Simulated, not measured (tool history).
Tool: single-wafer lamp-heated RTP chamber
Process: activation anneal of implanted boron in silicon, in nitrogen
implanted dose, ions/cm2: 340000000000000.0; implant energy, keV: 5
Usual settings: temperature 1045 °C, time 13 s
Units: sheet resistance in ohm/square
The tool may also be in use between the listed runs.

run,hour,temperature,time,wafers since the last listed run,wafers since the last pyrometer calibration,wafers since the reflector plate was cleaned,hours since the gauge calibration,"read-back reference wafer on the same gauge, sheet resistance",sheet resistance
1,0,1045,13,0,1236,5900,787.6,332.45,299.94
2,33.3,1045,13,580,1817,6480,820.9,332.06,299.86
3,51.7,1045,13,320,2138,6801,839.3,331.9,299.74
4,79,1045,13,476,2614,7277,866.6,331.76,298.69
5,100.2,1045,13,369,2983,7647,887.8,331.52,299.07
6,134.2,1045,13,592,3576,8240,921.8,331.47,299.13
# hour 146.2: pyrometer window cleaned and pyrometer calibrated
# hour 181.5: reflector plate cleaned
7,236.6,1045,13,1506,1437,960,1024.2,330.64,298.43
8,261.5,1045,7,434,1871,1394,1049.1,330.56,300.37
9,273.7,1045,7,212,2084,1606,1061.3,330.44,300.18
10,298.7,1024,15,435,2520,2042,1086.3,330.32,299.7
11,334.1,1024,15,617,3137,2660,1121.7,329.78,299.57
12,365.8,1045,13,552,3690,3212,1153.4,329.7,297.52
13,390.8,1045,13,435,4126,3648,1178.4,329.61,297.69
# hour 413.1: pyrometer window cleaned and pyrometer calibrated
14,425.9,1025,7,472,223,4121,1213.5,329.25,300.88
15,444.2,1064,8,319,542,4440,1231.8,329.02,297.48
16,473.2,1045,13,505,1048,4946,1260.8,328.5,295.47
17,501.9,1045,13,500,1548,5446,1289.5,328.4,296.31
18,517.3,1045,13,268,1817,5715,1304.9,328.13,296.64
19,538,1056,10,360,2178,6076,1325.6,328.19,296.37
# hour 550.5: gauge calibrated
20,562.7,1025,7,430,2609,6506,12.2,336.01,307.77
21,583,1022,7,353,2962,6860,32.5,336,308.06
22,621.4,1073,16,669,3632,7530,70.9,335.71,298.9
# hour 649.6: pyrometer window cleaned and pyrometer calibrated
23,650.1,1019,11,360,9,7891,99.6,335.82,306.38
24,663.6,1045,6,235,244,8126,113.1,335.85,306.52
25,686.3,1065,17,395,640,8522,135.8,335.69,299.14
# hour 713.1: reflector plate cleaned
26,713.6,1031,18,336,977,8,163.1,335.72,302.6
27,746.6,1066,16,575,1552,583,196.1,335.9,299.19
28,775.3,1026,7,500,2053,1084,224.8,335.51,306.62
29,788.3,1045,13,226,2279,1310,237.8,335.81,302.04
30,806.8,1066,13,322,2602,1633,256.3,335.55,300.95
31,822.4,1072,18,272,2874,1905,271.9,335.67,297.35
32,855.3,1072,20,573,3448,2479,304.8,335.61,296.19
33,877.6,1045,13,388,3836,2868,327.1,335.37,302.7
# hour 886.2: pyrometer window cleaned and pyrometer calibrated
34,892.1,1045,13,113,102,2981,341.6,335.36,302.18
35,905.1,1030,13,226,329,3208,354.6,335.4,305.03
36,940.9,1045,13,624,953,3832,390.4,335.32,301.95
37,959.3,1045,13,320,1274,4153,408.8,335.19,302.55

3 ways to go on from here, each from the tool as it stands after run 37. What would each give?
A,959.7,1045,13,6,1281,4160,409.2,?,?
B,959.7,1030,6,6,1281,4160,409.2,?,?
C,959.7,1023,11,6,1281,4160,409.2,?,?

run,"read-back reference wafer on the same gauge, sheet resistance",sheet resistance
A,335.21,302.44
B,335.21,306.56
C,335.21,305.21
Without the tool's hidden state the same runs would have given:
run,sheet resistance
A,302.2
B,306.31
C,304.97

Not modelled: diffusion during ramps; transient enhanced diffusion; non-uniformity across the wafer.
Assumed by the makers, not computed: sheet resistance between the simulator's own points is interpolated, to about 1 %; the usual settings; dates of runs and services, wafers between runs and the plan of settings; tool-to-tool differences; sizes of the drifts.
